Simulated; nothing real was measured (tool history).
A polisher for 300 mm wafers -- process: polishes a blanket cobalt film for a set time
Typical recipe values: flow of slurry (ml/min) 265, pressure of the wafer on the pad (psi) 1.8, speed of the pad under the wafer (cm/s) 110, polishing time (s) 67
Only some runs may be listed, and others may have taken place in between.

run,hour,flow of slurry (ml/min),pressure of the wafer on the pad (psi),speed of the pad under the wafer (cm/s),polishing time (s),wafers since the last listed run,wafers polished on this pad,hours since the slurry nozzle was cleaned,hours since the head pressure was calibrated,"incoming thickness of the incoming film, nm",film removed (Å)
1,0.0,265,1.8,110,78,0,714,430.5,263.3,992.0,3099
2,17.2,265,1.8,110,78,199,914,447.7,280.5,1006.8,3155
3,32.1,265,1.8,110,67,172,1086,462.6,295.4,1005.2,2686
4,43.4,265,1.8,110,67,131,1217,473.9,306.7,998.2,2670
# hour 47.7: worn pad replaced by a new one
5,55.8,265,1.8,110,67,97,93,486.3,319.1,983.9,2768
6,64.7,265,1.8,110,67,103,196,495.2,328.0,972.9,2866
7,73.6,265,1.8,110,67,103,300,504.1,336.9,996.8,2728
8,89.4,265,1.8,110,67,183,483,519.9,352.7,980.4,2765
9,104.4,265,1.8,110,67,174,657,534.9,367.7,1001.7,2683
10,117.1,265,1.8,110,67,147,804,547.6,380.4,983.2,2688
11,125.2,305,1.8,110,67,93,898,555.7,388.5,990.6,2701
12,135.5,355,2.3,88,78,119,1018,566.0,398.8,1000.0,3272
13,141.9,265,1.3,110,50,74,1092,572.4,405.2,990.5,1439
# hour 153.1: worn pad replaced by a new one
14,153.6,265,1.8,110,67,89,5,584.1,416.9,1007.2,2869
15,162.0,265,1.8,110,58,97,102,592.5,425.3,993.1,2452
16,177.9,235,2.1,110,46,184,287,608.4,441.2,1008.3,2179
# hour 195.5: slurry nozzle cleaned
# hour 197.1: head pressure recalibrated
17,231.8,265,1.8,110,67,594,882,36.3,34.7,1003.4,2681
# hour 244.2: worn pad replaced by a new one
18,244.7,265,1.8,110,67,103,5,49.2,47.6,992.4,2832
19,251.2,305,1.8,98,67,75,81,55.7,54.1,987.8,2541
20,267.5,265,1.4,110,67,189,270,72.0,70.4,989.7,2148

The same runs without the tool's hidden state, with the same run-to-run variation:
Hidden conditions of the tool in this case: removal rate lost through wear of the pad, %; slurry flow missing at the pad, %; deviation of the head's pressure from its setpoint, %.
run,film removed (Å)
1,3274
2,3347
3,2855
4,2841
5,2812
6,2947
7,2831
8,2902
9,2834
10,2850
11,2869
12,3481
13,1532
14,2883
15,2499
16,2265
17,2854
18,2840
19,2577
20,2224
